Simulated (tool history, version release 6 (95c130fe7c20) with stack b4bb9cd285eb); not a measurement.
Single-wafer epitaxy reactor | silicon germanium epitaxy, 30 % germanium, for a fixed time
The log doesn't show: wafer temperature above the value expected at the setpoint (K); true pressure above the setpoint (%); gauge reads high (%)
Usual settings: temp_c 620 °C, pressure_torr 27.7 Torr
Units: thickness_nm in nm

run     day  temp_c  pressure_torr  wafers since the last listed run  hours since the last pyrometer calibration  hours since the last manometer calibration  hours since the showerhead was replaced  hours since the gauge calibration  read-back reference wafer on the same gauge, thickness_nm  thickness_nm
  1   0.000     620           27.7                                 0                                      1924.3                                       889.0                                   6941.5                              546.0                                                     90.718        93.472
  2   1.004     614           27.7                               604                                      1948.4                                       913.1                                   6965.6                              570.1                                                     90.833        83.470
  3   1.871     614           27.7                               522                                      1969.2                                       933.9                                   6986.4                              590.9                                                     90.760        83.220
  4   2.983     620           27.7                               670                                      1995.9                                       960.6                                   7013.1                              617.6                                                     90.694        94.070
  5   3.962     626           27.7                               589                                      2019.4                                       984.1                                   7036.6                              641.1                                                     90.738       105.311
      5.604  -- capacitance manometer re-zeroed and calibrated
  6   5.625     626           27.7                               800                                      2059.3                                         0.5                                   7076.5                              681.0                                                     90.872       105.323
  7   5.892     626           27.7                               160                                      2065.7                                         6.9                                   7082.9                              687.4                                                     90.818       105.641
  8   6.475     620           27.7                               351                                      2079.7                                        20.9                                   7096.9                              701.4                                                     90.814        91.725
  9   7.775     620           27.7                               783                                      2110.9                                        52.1                                   7128.1                              732.6                                                     90.859        93.181
 10   8.383     620           27.7                               366                                      2125.5                                        66.7                                   7142.7                              747.2                                                     90.826        92.733
 11   8.958     620           27.7                               346                                      2139.3                                        80.5                                   7156.5                              761.0                                                     90.864        93.243
 12  10.029     612           21.6                               644                                      2165.0                                       106.2                                   7182.2                              786.7                                                     90.905        67.811
 13  11.396     620           30.6                               823                                      2197.8                                       139.0                                   7215.0                              819.5                                                     90.844        98.401
 14  12.350     620           25.3                               574                                      2220.7                                       161.9                                   7237.9                              842.4                                                     90.989        86.750
 15  13.558     632           27.7                               727                                      2249.7                                       190.9                                   7266.9                              871.4                                                     90.768       116.304
 16  15.004     606           30.6                               870                                      2284.4                                       225.6                                   7301.6                              906.1                                                     90.636        72.896
 17  16.108     609           20.9                               665                                      2310.9                                       252.1                                   7328.1                              932.6                                                     90.676        60.528
 18  17.421     620           24.4                               790                                      2342.4                                       283.6                                   7359.6                              964.1                                                     90.838        85.053
 19  18.062     610           27.7                               386                                      2357.8                                       299.0                                   7375.0                              979.5                                                     90.858        74.866
 20  19.546     625           31.4                               893                                      2393.4                                       334.6                                   7410.6                             1015.1                                                     90.777       108.388
 21  20.742     620           27.7                               720                                      2422.1                                       363.3                                   7439.3                             1043.8                                                     90.894        90.780
 22  21.408     620           21.4                               401                                      2438.1                                       379.3                                   7455.3                             1059.8                                                     90.832        77.399
 23  22.638     620           27.7                               740                                      2467.6                                       408.8                                   7484.8                             1089.3                                                     90.749        90.434
     23.096  -- gauge calibrated
 24  23.738     625           33.1                               662                                      2494.0                                       435.2                                   7511.2                               15.4                                                     91.016       111.191
 25  25.225     613           27.7                               895                                      2529.7                                       470.9                                   7546.9                               51.1                                                     90.854        77.571
     26.092  -- pyrometer calibrated
 26  26.112     620           27.7                               333                                         0.5                                       492.2                                   7568.2                               72.4                                                     90.821        99.082
     27.329  -- showerhead replaced
 27  28.417     620           27.7                              1187                                        55.8                                       547.5                                     26.1                              127.7                                                     90.764        98.597
 28  29.746     633           22.2                               800                                        87.7                                       579.4                                     58.0                              159.6                                                     90.786       110.739
 29  32.212     629           30.4                              1485                                       146.9                                       638.6                                    117.2                              218.8                                                     90.793       123.748
 30  33.462     613           24.6                               752                                       176.9                                       668.6                                    147.2                              248.8                                                     90.913        79.343
 31  34.025     620           27.7                               338                                       190.4                                       682.1                                    160.7                              262.3                                                     90.973        98.632
 32  34.900     615           25.3                               527                                       211.4                                       703.1                                    181.7                              283.3                                                     90.789        85.230
 33  36.117     609           31.7                               732                                       240.6                                       732.3                                    210.9                              312.5                                                     90.796        86.005
 34  37.204     608           27.7                               655                                       266.7                                       758.4                                    237.0                              338.6                                                     90.725        77.994

What the log doesn't show, run by run:
true pressure above the setpoint (%): 0 in every run
gauge reads high (%): 0 in every run
H1: wafer temperature above the value expected at the setpoint (K)
run      H1
  1   -2.86
  2   -2.92
  3   -2.98
  4   -3.06
  5   -3.13
  6   -3.25
  7   -3.27
  8   -3.31
  9    -3.4
 10   -3.45
 11   -3.49
 12   -3.57
 13   -3.67
 14   -3.75
 15   -3.84
 16   -3.96
 17   -4.04
 18   -4.15
 19    -4.2
 20   -4.33
 21   -4.43
 22   -4.48
 23   -4.59
 24   -4.68
 25   -4.81
 26  -0.169
 27  -0.171
 28  -0.175
 29  -0.185
 30  -0.192
 31  -0.196
 32  -0.202
 33  -0.211
 34  -0.221

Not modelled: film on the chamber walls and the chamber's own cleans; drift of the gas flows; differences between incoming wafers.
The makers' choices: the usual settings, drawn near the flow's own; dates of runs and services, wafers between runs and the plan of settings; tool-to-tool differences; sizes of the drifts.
